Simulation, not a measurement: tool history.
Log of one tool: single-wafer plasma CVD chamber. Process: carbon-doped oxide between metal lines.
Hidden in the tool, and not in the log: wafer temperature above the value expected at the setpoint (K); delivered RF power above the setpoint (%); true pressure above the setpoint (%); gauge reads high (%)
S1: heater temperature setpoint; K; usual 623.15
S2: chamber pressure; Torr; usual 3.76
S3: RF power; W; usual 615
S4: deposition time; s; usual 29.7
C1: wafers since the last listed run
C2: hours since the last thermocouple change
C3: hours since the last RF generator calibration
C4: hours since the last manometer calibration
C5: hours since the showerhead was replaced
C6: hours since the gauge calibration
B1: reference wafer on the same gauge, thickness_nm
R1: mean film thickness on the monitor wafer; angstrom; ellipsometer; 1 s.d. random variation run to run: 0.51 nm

Run 1, hour 0.0: usual settings; C1 0; C2 1243.9; C3 1244.5; C4 2230.0; C5 4771.4; C6 1275.5; B1 160.106. Result: R1 1560.49 angstrom.
Run 2, hour 54.2: usual settings but S1 612.15 K, S2 4.03 Torr; C1 1584; C2 1298.1; C3 1298.7; C4 2284.2; C5 4825.6; C6 1329.7; B1 160.153. Result: R1 1629.01 angstrom.
Run 3, hour 91.8: usual settings but S1 612.15 K, S2 4.03 Torr; C1 1099; C2 1335.7; C3 1336.3; C4 2321.8; C5 4863.2; C6 1367.3; B1 160.005. Result: R1 1627.61 angstrom.
Run 4, hour 141.2: usual settings but S1 612.15 K, S2 4.03 Torr; C1 1443; C2 1385.1; C3 1385.7; C4 2371.2; C5 4912.6; C6 1416.7; B1 159.999. Result: R1 1630.25 angstrom.
Run 5, hour 242.5: usual settings; C1 2961; C2 1486.4; C3 1487.0; C4 2472.5; C5 5013.9; C6 1518.0; B1 160.210. Result: R1 1563.70 angstrom.
Run 6, hour 311.8: usual settings; C1 2025; C2 1555.7; C3 1556.3; C4 2541.8; C5 5083.2; C6 1587.3; B1 159.910. Result: R1 1567.28 angstrom.
Run 7, hour 352.0: usual settings; C1 1175; C2 1595.9; C3 1596.5; C4 2582.0; C5 5123.4; C6 1627.5; B1 160.061. Result: R1 1563.01 angstrom.
At hour 365.3: showerhead replaced.
Run 8, hour 399.4: usual settings; C1 1151; C2 1643.3; C3 1643.9; C4 2629.4; C5 34.1; C6 1674.9; B1 160.153. Result: R1 1563.35 angstrom.
Run 9, hour 431.8: usual settings but S3 685 W; C1 947; C2 1675.7; C3 1676.3; C4 2661.8; C5 66.5; C6 1707.3; B1 160.028. Result: R1 1630.96 angstrom.
At hour 450.0: thermocouple changed; heater temperature recalibrated.
Run 10, hour 456.8: usual settings but S3 685 W; C1 496; C2 6.8; C3 1701.3; C4 2686.8; C5 91.5; C6 1732.3; B1 160.175. Result: R1 1620.84 angstrom.
Run 11, hour 522.4: usual settings but S3 685 W; C1 1917; C2 72.4; C3 1766.9; C4 2752.4; C5 157.1; C6 1797.9; B1 159.907. Result: R1 1624.44 angstrom.
At hour 576.7: capacitance manometer re-zeroed and calibrated.
Run 12, hour 587.4: usual settings; C1 1666; C2 137.4; C3 1831.9; C4 10.7; C5 222.1; C6 1862.9; B1 159.984. Result: R1 1551.82 angstrom.
Run 13, hour 624.3: usual settings but S1 617.15 K, S2 4.49 Torr, S4 34.4 s; C1 1078; C2 174.3; C3 1868.8; C4 47.6; C5 259.0; C6 1899.8; B1 160.017. Result: R1 1864.12 angstrom.
At hour 649.8: gauge calibrated.
Run 14, hour 657.8: usual settings; C1 979; C2 207.8; C3 1902.3; C4 81.1; C5 292.5; C6 8.0; B1 160.000. Result: R1 1547.08 angstrom.
Run 15, hour 710.1: usual settings but S4 31.4 s; C1 1528; C2 260.1; C3 1954.6; C4 133.4; C5 344.8; C6 60.3; B1 159.940. Result: R1 1637.30 angstrom.
Run 16, hour 748.2: usual settings but S1 633.15 K; C1 1113; C2 298.2; C3 1992.7; C4 171.5; C5 382.9; C6 98.4; B1 160.147. Result: R1 1516.55 angstrom.
Run 17, hour 811.4: usual settings but S3 685 W; C1 1847; C2 361.4; C3 2055.9; C4 234.7; C5 446.1; C6 161.6; B1 159.834. Result: R1 1607.17 angstrom.
Run 18, hour 881.1: usual settings but S2 2.84 Torr; C1 2037; C2 431.1; C3 2125.6; C4 304.4; C5 515.8; C6 231.3; B1 160.136. Result: R1 1500.45 angstrom.
Run 19, hour 922.0: usual settings but S3 730 W; C1 1195; C2 472.0; C3 2166.5; C4 345.3; C5 556.7; C6 272.2; B1 159.912. Result: R1 1663.18 angstrom.
At hour 972.3: RF generator calibrated.
Run 20, hour 972.8: usual settings; C1 1251; C2 522.8; C3 0.5; C4 396.1; C5 607.5; C6 323.0; B1 160.116. Result: R1 1586.82 angstrom.
Run 21, hour 1014.9: usual settings; C1 1230; C2 564.9; C3 42.6; C4 438.2; C5 649.6; C6 365.1; B1 159.914. Result: R1 1589.24 angstrom.
Run 22, hour 1086.3: usual settings but S1 628.15 K, S2 2.82 Torr; C1 2087; C2 636.3; C3 114.0; C4 509.6; C5 721.0; C6 436.5; B1 159.964. Result: R1 1524.68 angstrom.
Run 23, hour 1124.5: usual settings but S1 612.15 K, S2 4.03 Torr; C1 1116; C2 674.5; C3 152.2; C4 547.8; C5 759.2; C6 474.7; B1 159.861. Result: R1 1653.92 angstrom.
Run 24, hour 1175.7: usual settings but S3 710 W; C1 1496; C2 725.7; C3 203.4; C4 599.0; C5 810.4; C6 525.9; B1 160.176. Result: R1 1675.96 angstrom.
Run 25, hour 1223.4: usual settings but S1 635.15 K, S2 4.62 Torr, S4 32.2 s; C1 1394; C2 773.4; C3 251.1; C4 646.7; C5 858.1; C6 573.6; B1 159.813. Result: R1 1714.90 angstrom.
Run 26, hour 1273.9: usual settings but S3 495 W; C1 1476; C2 823.9; C3 301.6; C4 697.2; C5 908.6; C6 624.1; B1 160.102. Result: R1 1469.06 angstrom.
Run 27, hour 1326.0: usual settings but S1 637.15 K, S2 3.23 Torr, S4 27.7 s; C1 1522; C2 876.0; C3 353.7; C4 749.3; C5 960.7; C6 676.2; B1 159.988. Result: R1 1407.08 angstrom.
Run 28, hour 1366.0: usual settings but S2 3.32 Torr, S3 520 W; C1 1169; C2 916.0; C3 393.7; C4 789.3; C5 1000.7; C6 716.2; B1 159.786. Result: R1 1472.16 angstrom.

Consider 4 possible next runs. They are alternatives, not a sequence: every one starts from the tool as it was left by run 28. What does each give?
Run A, hour 1366.4: usual settings but S3 655 W; C1 11; C2 916.4; C3 394.1; C4 789.7; C5 1001.1; C6 716.6; B1 ?. Result: R1 ?.
Run B, hour 1366.4: usual settings but S3 725 W; C1 11; C2 916.4; C3 394.1; C4 789.7; C5 1001.1; C6 716.6; B1 ?. Result: R1 ?.
Run C, hour 1366.4: usual settings but S3 515 W; C1 11; C2 916.4; C3 394.1; C4 789.7; C5 1001.1; C6 716.6; B1 ?. Result: R1 ?.
Run D, hour 1366.4: usual settings but S2 4.06 Torr, S3 580 W; C1 11; C2 916.4; C3 394.1; C4 789.7; C5 1001.1; C6 716.6; B1 ?. Result: R1 ?.

run       B1       R1
  A  160.037  1622.72
  B  160.037  1689.22
  C  160.037  1482.07
  D  160.037  1565.78
Had the tool no hidden state, the same runs would have come out as:
run       R1
  A  1629.55
  B  1696.18
  C  1488.38
  D  1572.38
